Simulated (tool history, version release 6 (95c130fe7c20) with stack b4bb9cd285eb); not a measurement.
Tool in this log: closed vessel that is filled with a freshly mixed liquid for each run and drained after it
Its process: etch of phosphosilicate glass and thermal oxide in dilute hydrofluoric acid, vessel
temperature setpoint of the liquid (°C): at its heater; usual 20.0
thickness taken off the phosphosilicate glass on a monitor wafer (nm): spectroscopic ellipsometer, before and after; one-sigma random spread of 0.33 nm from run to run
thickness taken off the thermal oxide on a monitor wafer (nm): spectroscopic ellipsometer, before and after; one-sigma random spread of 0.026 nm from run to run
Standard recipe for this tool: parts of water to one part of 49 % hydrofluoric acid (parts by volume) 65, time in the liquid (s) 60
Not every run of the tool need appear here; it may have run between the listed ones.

run    hour  temperature setpoint of the liquid (°C)  parts of water to one part of 49 % hydrofluoric acid (parts by volume)  time in the liquid (s)  wafers since the last listed run  hours since the thermometer was replaced  hours since the hydrofluoric acid flow meter was replaced  hours since the gauge calibration  read-back film thickness of the phosphosilicate glass reference wafer, read on the same gauge (nm)  read-back film thickness of the thermal oxide reference wafer, read on the same gauge (nm)  thickness taken off the phosphosilicate glass on a monitor wafer (nm)  thickness taken off the thermal oxide on a monitor wafer (nm)
  1     0.0                                     20.0                                                                      80                      80                                 0                                    1465.1                                                      245.5                              629.4                                                                                               50.01                                                                                     109.961                                                                  58.65                                                          3.870
  2    84.7                                     20.0                                                                      80                      80                              7071                                    1549.8                                                      330.2                              714.1                                                                                               50.00                                                                                     110.028                                                                  58.48                                                          3.878
  3   121.3                                     20.0                                                                      65                      60                              3055                                    1586.4                                                      366.8                              750.7                                                                                               50.00                                                                                     110.027                                                                  54.35                                                          3.572
  4   158.9                                     20.0                                                                      65                      60                              3139                                    1624.0                                                      404.4                              788.3                                                                                               50.00                                                                                     109.991                                                                  54.67                                                          3.621
  5   250.3                                     17.0                                                                      65                      75                              7631                                    1715.4                                                      495.8                              879.7                                                                                               49.99                                                                                     110.022                                                                  60.37                                                          3.989
  6   357.4                                     22.5                                                                      55                      60                              8942                                    1822.5                                                      602.9                              986.8                                                                                               50.01                                                                                     109.986                                                                  72.56                                                          4.782
  7   441.9                                     20.0                                                                      65                      60                              7055                                    1907.0                                                      687.4                             1071.3                                                                                               49.99                                                                                     110.016                                                                  53.82                                                          3.576
      456.7  -- hydrofluoric acid flow meter replaced
  8   542.9                                     20.0                                                                      90                      60                              8349                                    2008.0                                                       86.2                             1172.3                                                                                               50.00                                                                                     109.987                                                                  38.09                                                          2.507
      593.2  -- thermometer replaced
  9   643.0                                     18.0                                                                      55                      60                              8274                                      49.8                                                      186.3                             1272.4                                                                                               50.01                                                                                     109.984                                                                  59.79                                                          3.949
 10   716.4                                     20.0                                                                      65                      60                              6128                                     123.2                                                      259.7                             1345.8                                                                                               50.02                                                                                     110.017                                                                  54.51                                                          3.638
 11   805.9                                     17.0                                                                      45                      75                              7472                                     212.7                                                      349.2                             1435.3                                                                                               50.00                                                                                     110.027                                                                  88.68                                                          5.891
 12   883.9                                     20.0                                                                      85                      30                              6512                                     290.7                                                      427.2                             1513.3                                                                                               50.01                                                                                     110.024                                                                  20.44                                                          1.344
      929.1  -- gauge calibrated
 13   986.4                                     18.5                                                                      65                      80                              8558                                     393.2                                                      529.7                               57.3                                                                                               49.99                                                                                     110.016                                                                  68.60                                                          4.541
 14  1034.9                                     25.0                                                                      85                      30                              4049                                     441.7                                                      578.2                              105.8                                                                                               50.01                                                                                     109.966                                                                  24.99                                                          1.646
 15  1086.9                                     17.0                                                                      65                      70                              4341                                     493.7                                                      630.2                              157.8                                                                                               50.02                                                                                     110.013                                                                  56.06                                                          3.722
     1093.2  -- hydrofluoric acid flow meter replaced
 16  1140.2                                     17.0                                                                      65                      80                              4366                                     547.0                                                       47.0                              211.1                                                                                               50.03                                                                                     110.019                                                                  64.57                                                          4.204
 17  1185.9                                     17.5                                                                      65                      40                              3815                                     592.7                                                       92.7                              256.8                                                                                               50.00                                                                                     109.993                                                                  32.59                                                          2.129
 18  1243.7                                     20.0                                                                      55                      90                              4825                                     650.5                                                      150.5                              314.6                                                                                               50.01                                                                                     110.020                                                                  97.19                                                          6.454
 19  1284.1                                     20.0                                                                      65                      60                              3373                                     690.9                                                      190.9                              355.0                                                                                               49.99                                                                                     109.999                                                                  54.05                                                          3.613
 20  1333.7                                     20.0                                                                      50                      60                              4141                                     740.5                                                      240.5                              404.6                                                                                               50.01                                                                                     109.979                                                                  71.84                                                          4.767
 21  1409.3                                     20.0                                                                      65                      60                              6312                                     816.1                                                      316.1                              480.2                                                                                               50.01                                                                                     109.979                                                                  54.33                                                          3.623
 22  1504.9                                     24.5                                                                      75                      60                              7981                                     911.7                                                      411.7                              575.8                                                                                               49.98                                                                                     110.032                                                                  55.81                                                          3.657
 23  1554.6                                     23.5                                                                      55                      75                              4149                                     961.4                                                      461.4                              625.5                                                                                               49.99                                                                                     110.027                                                                  94.25                                                          6.249
 24  1651.7                                     24.5                                                                      65                      60                              8107                                    1058.5                                                      558.5                              722.6                                                                                               50.01                                                                                     109.995                                                                  65.54                                                          4.379

5 ways to go on from here, each from the tool as it stands after run 24. What would each give?
  A  1652.4                                     20.0                                                                      65                      60                                58                                    1059.2                                                      559.2                              723.3                                                                                                   ?                                                                                           ?                                                                      ?                                                              ?
  B  1652.4                                     18.5                                                                      75                      45                                58                                    1059.2                                                      559.2                              723.3                                                                                                   ?                                                                                           ?                                                                      ?                                                              ?
  C  1652.4                                     20.0                                                                      65                      30                                58                                    1059.2                                                      559.2                              723.3                                                                                                   ?                                                                                           ?                                                                      ?                                                              ?
  D  1652.4                                     21.5                                                                      65                      60                                58                                    1059.2                                                      559.2                              723.3                                                                                                   ?                                                                                           ?                                                                      ?                                                              ?
  E  1652.4                                     18.0                                                                      45                      75                                58                                    1059.2                                                      559.2                              723.3                                                                                                   ?                                                                                           ?                                                                      ?                                                              ?

run  read-back film thickness of the phosphosilicate glass reference wafer, read on the same gauge (nm)  read-back film thickness of the thermal oxide reference wafer, read on the same gauge (nm)  thickness taken off the phosphosilicate glass on a monitor wafer (nm)  thickness taken off the thermal oxide on a monitor wafer (nm)
  A                                                                                               49.99                                                                                     109.970                                                                  54.64                                                          3.622
  B                                                                                               49.99                                                                                     109.970                                                                  32.96                                                          2.185
  C                                                                                               49.99                                                                                     109.970                                                                  27.32                                                          1.811
  D                                                                                               49.99                                                                                     109.970                                                                  58.18                                                          3.856
  E                                                                                               49.99                                                                                     109.970                                                                  92.73                                                          6.146
With no hidden state in the tool, these same runs would have given:
run  thickness taken off the phosphosilicate glass on a monitor wafer (nm)  thickness taken off the thermal oxide on a monitor wafer (nm)
  A                                                                  54.64                                                          3.622
  B                                                                  32.96                                                          2.185
  C                                                                  27.32                                                          1.811
  D                                                                  58.18                                                          3.856
  E                                                                  92.73                                                          6.146
